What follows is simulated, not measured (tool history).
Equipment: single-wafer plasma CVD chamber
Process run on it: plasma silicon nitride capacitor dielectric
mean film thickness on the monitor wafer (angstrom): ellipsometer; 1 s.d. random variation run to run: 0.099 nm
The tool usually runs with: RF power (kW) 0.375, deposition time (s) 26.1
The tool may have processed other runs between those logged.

run,hour,RF power (kW),deposition time (s),"read-back reference wafer on the same gauge, thickness_nm",mean film thickness on the monitor wafer (angstrom)
1,0.0,0.320,26.1,39.035,309.24
2,75.7,0.375,23.7,39.031,300.87
3,113.5,0.375,23.7,38.982,298.43
4,202.3,0.375,23.7,39.020,299.57
5,308.9,0.375,22.0,38.966,278.27
6,401.1,0.375,22.0,38.987,277.35
7,464.9,0.375,26.1,38.935,329.65
8,501.9,0.420,26.1,39.000,346.76
# hour 515.3: showerhead replaced
9,601.9,0.420,26.1,38.984,344.13
10,686.3,0.420,26.1,39.005,342.88
# hour 711.2: gauge calibrated
11,736.3,0.330,22.8,39.011,269.21
12,835.7,0.355,21.7,39.018,264.58
# hour 914.9: RF generator calibrated
13,932.1,0.350,21.5,39.014,264.65
14,975.4,0.375,28.8,39.010,366.40
15,1071.2,0.400,26.1,39.000,342.17
16,1117.7,0.345,22.7,39.023,279.11
17,1173.7,0.375,26.1,38.995,331.95
18,1279.2,0.375,26.1,38.970,329.47
19,1366.3,0.335,21.1,39.000,254.70
20,1461.0,0.375,26.1,38.971,331.94

Here are 5 independent what-if runs from the current tool condition. What would each one return?
A,1461.4,0.375,26.1,?,?
B,1461.4,0.350,30.5,?,?
C,1461.4,0.420,28.6,?,?
D,1461.4,0.430,24.2,?,?
E,1461.4,0.440,26.1,?,?

run,"read-back reference wafer on the same gauge, thickness_nm",mean film thickness on the monitor wafer (angstrom)
A,38.938,329.01
B,38.938,373.27
C,38.938,377.81
D,38.938,322.73
E,38.938,351.28
Without the tool's unlogged condition, the same runs would have read:
run,mean film thickness on the monitor wafer (angstrom)
A,330.54
B,375.01
C,379.57
D,324.24
E,352.92
